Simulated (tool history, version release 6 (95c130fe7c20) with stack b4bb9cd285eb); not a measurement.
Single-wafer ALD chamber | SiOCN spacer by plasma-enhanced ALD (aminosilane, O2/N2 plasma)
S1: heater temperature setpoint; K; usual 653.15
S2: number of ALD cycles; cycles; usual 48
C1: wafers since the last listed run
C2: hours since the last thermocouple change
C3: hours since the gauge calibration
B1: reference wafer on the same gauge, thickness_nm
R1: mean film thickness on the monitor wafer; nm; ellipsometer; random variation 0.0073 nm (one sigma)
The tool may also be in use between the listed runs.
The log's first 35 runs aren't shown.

run     day      S1  S2   C1      C2      C3     B1     R1
 36  71.188  643.15  51  224   987.3   577.0  3.333  3.144
 37  73.162  644.15  57  342  1034.7   624.4  3.336  3.524
 38  74.671  653.15  54  261  1070.9   660.6  3.339  3.344
 39  76.617  657.15  48  337  1117.6   707.3  3.338  2.977
 40  79.183  659.15  42  445  1179.2   768.9  3.343  2.584
     80.046  -- thermocouple changed; heater temperature recalibrated
 41  81.958  648.15  52  423    45.9   835.5  3.342  3.211
 42  84.738  661.15  39  482   112.6   902.2  3.350  2.418
 43  87.612  648.15  52  498   181.6   971.2  3.353  3.212
 44  89.121  653.15  48  261   217.8  1007.4  3.353  2.985

Forecast each of these 3 alternatives for the next run:
  A  89.142  653.15  48   3  218.3  1007.9   ?   ?
  B  89.142  648.15  48   3  218.3  1007.9   ?   ?
  C  89.142  640.15  56   3  218.3  1007.9   ?   ?

run     B1     R1
  A  3.353  2.980
  B  3.353  2.980
  C  3.353  3.477
Without the tool's hidden state the same runs would have given:
run     R1
  A  2.942
  B  2.942
  C  3.432
